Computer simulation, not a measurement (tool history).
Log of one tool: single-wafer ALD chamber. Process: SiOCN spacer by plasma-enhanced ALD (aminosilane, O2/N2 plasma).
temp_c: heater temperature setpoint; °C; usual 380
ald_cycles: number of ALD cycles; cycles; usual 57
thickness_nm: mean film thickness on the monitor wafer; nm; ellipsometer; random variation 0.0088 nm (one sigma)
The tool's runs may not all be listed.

run,hour,temp_c,ald_cycles,"read-back reference wafer on the same gauge, thickness_nm",thickness_nm
1,0,380,57,3.474,3.513
2,35.8,380,57,3.473,3.513
3,84.8,380,57,3.472,3.499
4,140.8,380,64,3.473,3.958
5,210.8,380,64,3.469,3.922
6,260.8,380,64,3.465,3.941
7,314.5,369,57,3.463,3.511
8,368.6,369,57,3.463,3.507
9,433.2,369,57,3.459,3.496
10,471.9,380,54,3.459,3.313
11,498.1,380,54,3.456,3.322
# hour 509.5: thermocouple changed; heater temperature recalibrated
12,524.4,380,49,3.456,3
13,573.5,372,46,3.455,2.815
14,611.8,380,64,3.453,3.915
# hour 635: gauge calibrated
15,665.1,393,64,3.489,3.955
16,706.3,380,57,3.49,3.531
17,752.9,385,57,3.489,3.526
18,950.1,368,62,3.491,3.832
19,1007.7,380,68,3.487,4.217
20,1047.6,380,57,3.485,3.514
21,1076.8,373,49,3.486,3.03
22,1133.4,393,47,3.488,2.913
23,1191.2,375,51,3.481,3.151
24,1247.8,380,54,3.481,3.339
25,1442.9,372,49,3.476,3.023

Forecast each of these 3 alternatives for the next run:
A,1443.4,380,57,?,?
B,1443.4,385,54,?,?
C,1443.4,371,65,?,?

run,"read-back reference wafer on the same gauge, thickness_nm",thickness_nm
A,3.477,3.528
B,3.477,3.343
C,3.477,4.023
Without the tool's hidden state the same runs would have given:
run,thickness_nm
A,3.541
B,3.355
C,4.038
